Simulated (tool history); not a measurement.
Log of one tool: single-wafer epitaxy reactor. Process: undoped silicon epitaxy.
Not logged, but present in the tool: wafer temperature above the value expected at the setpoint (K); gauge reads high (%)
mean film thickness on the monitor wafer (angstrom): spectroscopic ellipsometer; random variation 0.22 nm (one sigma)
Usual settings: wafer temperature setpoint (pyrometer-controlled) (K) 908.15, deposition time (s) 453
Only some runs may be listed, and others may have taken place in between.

run	hour	wafer temperature setpoint (pyrometer-controlled) (K)	deposition time (s)	wafers since the last listed run	hours since the last pyrometer calibration	hours since the gauge calibration	read-back reference wafer on the same gauge, thickness_nm	mean film thickness on the monitor wafer (angstrom)
1	0.0	908.15	453	0	1335.9	541.2	56.984	536.83
2	50.3	908.15	453	307	1386.2	591.5	56.910	538.39
3	106.5	908.15	453	344	1442.4	647.7	56.899	536.31
4	140.8	908.15	453	209	1476.7	682.0	56.848	537.77
5	167.4	897.15	392	162	1503.3	708.6	57.027	351.92
6	197.6	897.15	392	184	1533.5	738.8	56.991	352.00
7	231.6	908.15	453	208	1567.5	772.8	56.921	535.29
# hour 250.0: gauge calibrated
8	269.0	908.15	453	228	1604.9	19.0	56.993	530.16
9	296.5	908.15	453	168	1632.4	46.5	56.891	532.02
10	359.2	922.15	476	383	1695.1	109.2	56.837	786.81
11	422.1	908.15	453	385	1758.0	172.1	56.848	532.18
12	459.7	908.15	453	230	1795.6	209.7	56.919	528.29
13	488.8	920.15	428	178	1824.7	238.8	56.875	668.53
# hour 506.1: pyrometer calibrated
14	537.2	915.15	534	247	31.1	287.2	57.034	774.99
15	612.7	912.15	381	462	106.6	362.7	56.867	511.71
16	678.9	922.15	477	405	172.8	428.9	56.875	820.13
17	746.8	917.15	509	415	240.7	496.8	56.951	766.15

5 options for the next run, each taken on its own from the tool as it stands now. Forecast them:
A	747.3	908.15	491	3	241.2	497.3	?	?
B	747.3	901.15	510	3	241.2	497.3	?	?
C	747.3	914.15	453	3	241.2	497.3	?	?
D	747.3	895.15	385	3	241.2	497.3	?	?
E	747.3	921.15	407	3	241.2	497.3	?	?

run	read-back reference wafer on the same gauge, thickness_nm	mean film thickness on the monitor wafer (angstrom)
A	56.864	597.87
B	56.864	522.44
C	56.864	638.21
D	56.864	339.30
E	56.864	677.99
Take away the tool's hidden state, keep each run's random variation, and the runs would have read:
run	mean film thickness on the monitor wafer (angstrom)
A	597.05
B	521.72
C	637.35
D	338.82
E	677.09

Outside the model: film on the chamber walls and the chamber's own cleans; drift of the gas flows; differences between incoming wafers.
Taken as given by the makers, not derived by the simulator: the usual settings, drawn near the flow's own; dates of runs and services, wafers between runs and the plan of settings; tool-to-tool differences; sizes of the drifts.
